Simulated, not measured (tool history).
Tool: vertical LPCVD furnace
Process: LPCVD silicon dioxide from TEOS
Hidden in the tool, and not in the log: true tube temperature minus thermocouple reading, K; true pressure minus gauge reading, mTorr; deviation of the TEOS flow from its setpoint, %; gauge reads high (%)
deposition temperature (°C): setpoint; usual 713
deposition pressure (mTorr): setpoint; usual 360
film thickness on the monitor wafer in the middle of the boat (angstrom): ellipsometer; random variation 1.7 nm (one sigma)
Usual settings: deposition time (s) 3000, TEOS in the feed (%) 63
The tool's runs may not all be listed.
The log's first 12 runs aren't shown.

run    hour  deposition temperature (°C)  deposition pressure (mTorr)  deposition time (s)  TEOS in the feed (%)  wafers since the last listed run  hours since the last temperature calibration  hours since the pressure gauge was zeroed  hours since the TEOS flow controller was replaced  hours since the gauge calibration  read-back reference wafer on the same gauge, thickness  film thickness on the monitor wafer in the middle of the boat (angstrom)
      893.5  -- TEOS flow controller replaced
 13   915.1                          713                          405                 3000                    63                              2976                                         241.1                                      415.6                                               21.6                              320.6                                                  605.22                                                                    5726.9
 14   973.4                          713                          360                 3570                    63                              1201                                         299.4                                      473.9                                               79.9                              378.9                                                  605.05                                                                    6415.5
 15  1006.7                          709                          325                 2460                    69                               686                                         332.7                                      507.2                                              113.2                              412.2                                                  604.94                                                                    4027.5
 16  1067.9                          713                          400                 3360                    63                              1261                                         393.9                                      568.4                                              174.4                              473.4                                                  604.78                                                                    6365.3
 17  1098.6                          703                          360                 3000                    72                               632                                         424.6                                      599.1                                              205.1                              504.1                                                  605.04                                                                    4608.2
 18  1131.2                          722                          415                 3000                    75                               671                                         457.2                                      631.7                                              237.7                              536.7                                                  604.82                                                                    7804.9
 19  1168.7                          722                          275                 3000                    63                               772                                         494.7                                      669.2                                              275.2                              574.2                                                  604.91                                                                    5784.4
 20  1209.1                          713                          360                 3000                    63                               832                                         535.1                                      709.6                                              315.6                              614.6                                                  605.46                                                                    5387.6
 21  1265.8                          713                          295                 3000                    71                              1168                                         591.8                                      766.3                                              372.3                              671.3                                                  604.89                                                                    5238.6
 22  1319.6                          713                          360                 3000                    63                              1108                                         645.6                                      820.1                                              426.1                              725.1                                                  604.96                                                                    5433.6
 23  1366.8                          713                          430                 3000                    51                               972                                         692.8                                      867.3                                              473.3                              772.3                                                  605.21                                                                    5325.2
 24  1430.4                          713                          360                 3000                    63                              1310                                         756.4                                      930.9                                              536.9                              835.9                                                  605.03                                                                    5436.3
 25  1480.5                          713                          360                 3000                    63                              1032                                         806.5                                      981.0                                              587.0                              886.0                                                  604.66                                                                    5434.3
 26  1519.5                          701                          445                 4110                    51                               803                                         845.5                                     1020.0                                              626.0                              925.0                                                  604.74                                                                    5660.2
 27  1591.0                          704                          295                 2340                    52                              1473                                         917.0                                     1091.5                                              697.5                              996.5                                                  604.79                                                                    2833.4
 28  1615.1                          723                          360                 3000                    63                               496                                         941.1                                     1115.6                                              721.6                             1020.6                                                  604.77                                                                    6788.2
 29  1648.3                          724                          305                 3780                    52                               684                                         974.3                                     1148.8                                              754.8                             1053.8                                                  604.94                                                                    7338.9
 30  1716.8                          713                          360                 3000                    63                              1411                                        1042.8                                     1217.3                                              823.3                             1122.3                                                  605.30                                                                    5446.5
 31  1785.0                          706                          405                 3480                    51                              1405                                        1111.0                                     1285.5                                              891.5                             1190.5                                                  605.10                                                                    5109.2
 32  1850.5                          716                          385                 2430                    73                              1350                                        1176.5                                     1351.0                                              957.0                             1256.0                                                  604.69                                                                    5265.2

3 ways to go on from here, each from the tool as it stands after run 32. What would each give?
  A  1854.7                          713                          360                 3000                    63                                86                                        1180.7                                     1355.2                                              961.2                             1260.2                                                       ?                                                                         ?
  B  1854.7                          702                          360                 3420                    63                                86                                        1180.7                                     1355.2                                              961.2                             1260.2                                                       ?                                                                         ?
  C  1854.7                          713                          360                 2340                    70                                86                                        1180.7                                     1355.2                                              961.2                             1260.2                                                       ?                                                                         ?

run  read-back reference wafer on the same gauge, thickness  film thickness on the monitor wafer in the middle of the boat (angstrom)
  A                                                  605.03                                                                    5435.0
  B                                                  605.03                                                                    4817.6
  C                                                  605.03                                                                    4468.7
Without the tool's hidden state the same runs would have given:
run  film thickness on the monitor wafer in the middle of the boat (angstrom)
  A                                                                    5365.4
  B                                                                    4754.5
  C                                                                    4411.4

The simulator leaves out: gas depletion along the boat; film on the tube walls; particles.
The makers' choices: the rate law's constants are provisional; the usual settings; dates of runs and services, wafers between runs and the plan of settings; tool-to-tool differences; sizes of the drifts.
